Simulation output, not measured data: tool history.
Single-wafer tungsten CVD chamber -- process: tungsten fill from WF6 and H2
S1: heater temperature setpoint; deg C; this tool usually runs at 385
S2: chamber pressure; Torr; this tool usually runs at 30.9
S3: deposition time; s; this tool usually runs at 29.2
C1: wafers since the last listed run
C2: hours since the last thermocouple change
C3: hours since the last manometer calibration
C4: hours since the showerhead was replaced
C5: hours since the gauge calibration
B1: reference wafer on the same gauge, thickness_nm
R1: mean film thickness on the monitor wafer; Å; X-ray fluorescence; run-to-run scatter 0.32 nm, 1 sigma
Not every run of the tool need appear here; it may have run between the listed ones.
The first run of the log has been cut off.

{"run": 2, "day": 0.388, "S1": 385, "S2": 30.9, "S3": 29.2, "C1": 133, "C2": 2024.6, "C3": 2361.7, "C4": 3767.9, "C5": 16.2, "B1": 81.038, "R1": 760.33}
{"run": 3, "day": 0.95, "S1": 385, "S2": 30.9, "S3": 29.2, "C1": 193, "C2": 2038.1, "C3": 2375.2, "C4": 3781.4, "C5": 29.7, "B1": 81.03, "R1": 757.67}
{"run": 4, "day": 1.342, "S1": 385, "S2": 30.9, "S3": 29.2, "C1": 135, "C2": 2047.5, "C3": 2384.6, "C4": 3790.8, "C5": 39.1, "B1": 81.11, "R1": 763.27}
{"run": 5, "day": 3.121, "S1": 385, "S2": 30.9, "S3": 29.2, "C1": 613, "C2": 2090.2, "C3": 2427.3, "C4": 3833.5, "C5": 81.8, "B1": 81.074, "R1": 757.07}
{"run": 6, "day": 3.592, "S1": 385, "S2": 30.9, "S3": 29.2, "C1": 162, "C2": 2101.5, "C3": 2438.6, "C4": 3844.8, "C5": 93.1, "B1": 80.953, "R1": 754.75}
{"run": 7, "day": 3.933, "S1": 385, "S2": 30.9, "S3": 29.2, "C1": 117, "C2": 2109.7, "C3": 2446.8, "C4": 3853, "C5": 101.3, "B1": 81.17, "R1": 763.7}
{"run": 8, "day": 4.408, "S1": 385, "S2": 27.4, "S3": 28, "C1": 163, "C2": 2121.1, "C3": 2458.2, "C4": 3864.4, "C5": 112.7, "B1": 81.111, "R1": 684.7}
{"run": 9, "day": 5.096, "S1": 385, "S2": 30.9, "S3": 29.2, "C1": 237, "C2": 2137.6, "C3": 2474.7, "C4": 3880.9, "C5": 129.2, "B1": 81.107, "R1": 754.92}
{"run": 10, "day": 5.562, "S1": 385, "S2": 30.9, "S3": 26.1, "C1": 160, "C2": 2148.8, "C3": 2485.9, "C4": 3892.1, "C5": 140.4, "B1": 81.149, "R1": 682.89}
{"run": 11, "day": 6.179, "S1": 385, "S2": 30.9, "S3": 26.1, "C1": 212, "C2": 2163.6, "C3": 2500.7, "C4": 3906.9, "C5": 155.2, "B1": 81.071, "R1": 681.85}
{"day": 7.475, "done": "thermocouple changed; heater temperature recalibrated"}
{"run": 12, "day": 8.142, "S1": 385, "S2": 30.9, "S3": 26.1, "C1": 561, "C2": 16, "C3": 2547.8, "C4": 3954, "C5": 202.3, "B1": 81.116, "R1": 506.01}
{"day": 8.617, "done": "capacitance manometer re-zeroed and calibrated"}
{"day": 8.721, "done": "showerhead replaced"}
{"run": 13, "day": 8.742, "S1": 385, "S2": 30.9, "S3": 25.8, "C1": 57, "C2": 30.4, "C3": 3, "C4": 0.5, "C5": 216.7, "B1": 81.097, "R1": 501.07}
{"run": 14, "day": 8.888, "S1": 385, "S2": 30.9, "S3": 25.8, "C1": 50, "C2": 33.9, "C3": 6.5, "C4": 4, "C5": 220.2, "B1": 80.95, "R1": 506.01}
{"run": 15, "day": 9.296, "S1": 385, "S2": 30.9, "S3": 29.2, "C1": 140, "C2": 43.7, "C3": 16.3, "C4": 13.8, "C5": 230, "B1": 81.094, "R1": 567.48}
{"run": 16, "day": 9.767, "S1": 380, "S2": 25.2, "S3": 29.2, "C1": 162, "C2": 55, "C3": 27.6, "C4": 25.1, "C5": 241.3, "B1": 81.059, "R1": 452.01}
{"run": 17, "day": 10.058, "S1": 385, "S2": 26.1, "S3": 29.2, "C1": 100, "C2": 62, "C3": 34.6, "C4": 32.1, "C5": 248.3, "B1": 81.15, "R1": 521.6}
{"run": 18, "day": 10.467, "S1": 385, "S2": 30.9, "S3": 24.9, "C1": 140, "C2": 71.8, "C3": 44.4, "C4": 41.9, "C5": 258.1, "B1": 80.973, "R1": 487.29}
{"run": 19, "day": 10.979, "S1": 385, "S2": 30.9, "S3": 31.9, "C1": 176, "C2": 84.1, "C3": 56.7, "C4": 54.2, "C5": 270.4, "B1": 81.101, "R1": 623.4}

Expected results for the next run?
{"day": 11.325, "done": "thermocouple changed; heater temperature recalibrated, repeated, since the last time left the tool worse"}
{"run": 20, "day": 11.354, "S1": 385, "S2": 30.9, "S3": 29.2, "C1": 14, "C2": 0.7, "C3": 65.7, "C4": 63.2, "C5": 279.4, "B1": "?", "R1": "?"}

{"run 20": {"B1": 81.042, "R1": 686.53}}
Were there no unlogged condition in the tool, this run, its random variation unchanged, would have produced R1 687.59 Å.
